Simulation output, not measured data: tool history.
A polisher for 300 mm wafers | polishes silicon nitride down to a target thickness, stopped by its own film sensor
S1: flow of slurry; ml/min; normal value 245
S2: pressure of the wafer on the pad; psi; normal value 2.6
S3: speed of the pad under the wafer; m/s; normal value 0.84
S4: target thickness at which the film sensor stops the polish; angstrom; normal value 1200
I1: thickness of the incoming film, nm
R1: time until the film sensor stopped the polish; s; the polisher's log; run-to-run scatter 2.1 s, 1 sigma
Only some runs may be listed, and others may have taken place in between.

{"run": 1, "hour": 0.0, "S1": 245, "S2": 2.6, "S3": 0.64, "S4": 1200, "I1": 277.2, "R1": 226.7}
{"run": 2, "hour": 25.7, "S1": 280, "S2": 2.6, "S3": 0.84, "S4": 1200, "I1": 278.3, "R1": 180.9}
{"run": 3, "hour": 61.6, "S1": 280, "S2": 2.6, "S3": 0.84, "S4": 1200, "I1": 284.1, "R1": 189.7}
{"run": 4, "hour": 91.5, "S1": 245, "S2": 2.6, "S3": 0.84, "S4": 1200, "I1": 277.2, "R1": 191.8}
{"hour": 107.0, "done": "worn pad replaced by a new one"}
{"run": 5, "hour": 126.1, "S1": 245, "S2": 2.6, "S3": 0.84, "S4": 1200, "I1": 281.3, "R1": 179.6}
{"run": 6, "hour": 185.7, "S1": 245, "S2": 2.6, "S3": 0.84, "S4": 1200, "I1": 280.8, "R1": 186.6}
{"run": 7, "hour": 208.6, "S1": 245, "S2": 2.6, "S3": 0.84, "S4": 1200, "I1": 281.1, "R1": 187.9}
{"run": 8, "hour": 236.8, "S1": 245, "S2": 2.6, "S3": 0.84, "S4": 1200, "I1": 281.6, "R1": 192.4}
{"run": 9, "hour": 259.5, "S1": 245, "S2": 2.6, "S3": 0.84, "S4": 1200, "I1": 281.4, "R1": 193.1}
{"run": 10, "hour": 292.1, "S1": 245, "S2": 2.6, "S3": 0.84, "S4": 1200, "I1": 282.4, "R1": 193.5}
{"hour": 297.9, "done": "worn pad replaced by a new one"}
{"run": 11, "hour": 313.5, "S1": 245, "S2": 2.6, "S3": 0.84, "S4": 1200, "I1": 277.4, "R1": 170}
{"run": 12, "hour": 329.9, "S1": 245, "S2": 2.6, "S3": 0.84, "S4": 1200, "I1": 278.9, "R1": 175.9}
{"run": 13, "hour": 353.7, "S1": 245, "S2": 2.6, "S3": 0.84, "S4": 1200, "I1": 285.3, "R1": 187}
{"run": 14, "hour": 369.5, "S1": 245, "S2": 2.2, "S3": 0.66, "S4": 830, "I1": 279.1, "R1": 312}
{"run": 15, "hour": 395.3, "S1": 245, "S2": 2.6, "S3": 1.02, "S4": 1440, "I1": 278.3, "R1": 133.1}
{"run": 16, "hour": 409.9, "S1": 245, "S2": 2.3, "S3": 0.84, "S4": 1200, "I1": 277.9, "R1": 201.4}
{"hour": 426.6, "done": "head pressure recalibrated"}
{"run": 17, "hour": 427.1, "S1": 245, "S2": 2.1, "S3": 0.62, "S4": 1200, "I1": 283.1, "R1": 279.1}
{"hour": 460.5, "done": "worn pad replaced by a new one"}
{"run": 18, "hour": 461.0, "S1": 245, "S2": 2.6, "S3": 0.84, "S4": 1690, "I1": 284.4, "R1": 122.1}
{"run": 19, "hour": 479.6, "S1": 245, "S2": 3.1, "S3": 0.98, "S4": 1530, "I1": 274.4, "R1": 104.4}
{"hour": 492.3, "done": "slurry nozzle cleaned"}
{"run": 20, "hour": 508.8, "S1": 245, "S2": 2.6, "S3": 0.84, "S4": 1200, "I1": 281.5, "R1": 182.3}
{"run": 21, "hour": 544.4, "S1": 245, "S2": 2.6, "S3": 0.84, "S4": 690, "I1": 281.1, "R1": 256.9}
{"run": 22, "hour": 561.2, "S1": 245, "S2": 2.6, "S3": 0.84, "S4": 690, "I1": 279.6, "R1": 248.5}
{"run": 23, "hour": 596.5, "S1": 245, "S2": 2.6, "S3": 0.84, "S4": 1430, "I1": 285.3, "R1": 173.1}
{"run": 24, "hour": 619.9, "S1": 245, "S2": 2.6, "S3": 0.84, "S4": 1200, "I1": 279.1, "R1": 193.2}
{"hour": 627.7, "done": "worn pad replaced by a new one"}
{"run": 25, "hour": 680.3, "S1": 300, "S2": 2.6, "S3": 0.84, "S4": 1200, "I1": 280.8, "R1": 180.8}

5 ways to go on from here, each from the tool as it stands after run 25. What would each give?
{"run": "A", "hour": 680.8, "S1": 245, "S2": 2.6, "S3": 0.94, "S4": 1200, "I1": 282.5, "R1": "?"}
{"run": "B", "hour": 680.8, "S1": 180, "S2": 2.6, "S3": 0.72, "S4": 1200, "I1": 282.5, "R1": "?"}
{"run": "C", "hour": 680.8, "S1": 195, "S2": 2.9, "S3": 1.04, "S4": 1200, "I1": 282.5, "R1": "?"}
{"run": "D", "hour": 680.8, "S1": 160, "S2": 2.6, "S3": 0.98, "S4": 1450, "I1": 282.5, "R1": "?"}
{"run": "E", "hour": 680.8, "S1": 245, "S2": 2.6, "S3": 1.12, "S4": 1200, "I1": 282.5, "R1": "?"}

run=A R1=173.2
run=B R1=224.2
run=C R1=153.4
run=D R1=151.5
run=E R1=150.6
Without the tool's hidden state the same runs would have given:
run=A R1=156.1
run=B R1=202
run=C R1=138.2
run=D R1=136.5
run=E R1=135.7
